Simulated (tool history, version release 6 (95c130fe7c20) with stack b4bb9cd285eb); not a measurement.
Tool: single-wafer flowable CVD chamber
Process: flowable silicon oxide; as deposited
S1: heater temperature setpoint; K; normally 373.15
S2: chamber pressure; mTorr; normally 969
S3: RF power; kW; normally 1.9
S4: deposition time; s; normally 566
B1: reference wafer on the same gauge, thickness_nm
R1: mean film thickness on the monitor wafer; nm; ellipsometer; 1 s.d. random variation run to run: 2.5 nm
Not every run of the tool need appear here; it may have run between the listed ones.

run	hour	S1	S2	S3	S4	B1	R1
1	0	373.15	969	2	566	494.231	444.026
2	14.1	373.15	969	2	566	494.376	445.314
3	49.2	366.15	969	1.9	566	493.691	559.411
4	66.5	366.15	969	1.9	566	493.98	557.985
5	79	366.15	969	1.9	566	494.478	562.124
6	92	373.15	824	1.9	566	493.334	388.319
7	102.8	373.15	824	1.9	566	494.515	388.796
8	111.4	373.15	824	1.9	566	494.411	386.126
9	125.8	373.15	865	1.9	566	492.814	400.394
# hour 141.9: capacitance manometer re-zeroed and calibrated
10	142.4	373.15	865	1.9	566	493.677	400.922
# hour 160.5: showerhead replaced
11	161	373.15	865	1.9	566	493.834	399.441
12	167.6	382.15	969	1.9	566	493.901	317.973
13	181.9	362.15	1077	1.9	566	493.952	696.68
14	193.5	373.15	969	1.9	610	493.51	472.571
# hour 196.6: gauge calibrated
# hour 208.9: thermocouple changed; heater temperature recalibrated
15	210.1	373.15	969	1.9	566	494.119	438.774
# hour 220.8: RF generator calibrated
16	221.3	381.15	969	1.705	566	494.399	317.37
17	224.9	381.15	969	1.9	647	495.057	371.658
18	240.3	363.15	887	2.265	513	493.982	551.5
19	252	384.15	969	2.23	566	494.067	298.687
20	285.3	364.15	1176	1.525	537	494.083	627.635
21	295.3	388.15	896	2.025	531	493.33	230.471
22	303.4	378.15	969	1.73	459	494.214	284.861
23	317.7	367.15	868	1.9	621	495.002	549.616
24	330.7	373.15	969	1.615	498	493.798	374.416
25	336.8	373.15	969	1.9	610	494.031	474.544
26	348.6	373.15	969	1.9	566	493.563	439.794
27	364.3	378.15	969	2.115	566	494.102	373.675
28	375.9	369.15	1098	1.765	668	494.316	646.904

What if the next run were any one of these 4? Each begins from the tool's condition after run 28:
A	376.5	373.15	969	1.9	467	?	?
B	376.5	373.15	1154	2.115	566	?	?
C	376.5	373.15	813	1.9	630	?	?
D	376.5	380.15	969	1.9	566	?	?

run	B1	R1
A	493.948	363.22
B	493.948	512.672
C	493.948	431.456
D	493.948	340.376
Without the tool's hidden state the same runs would have given:
run	R1
A	363.22
B	512.672
C	431.456
D	340.376
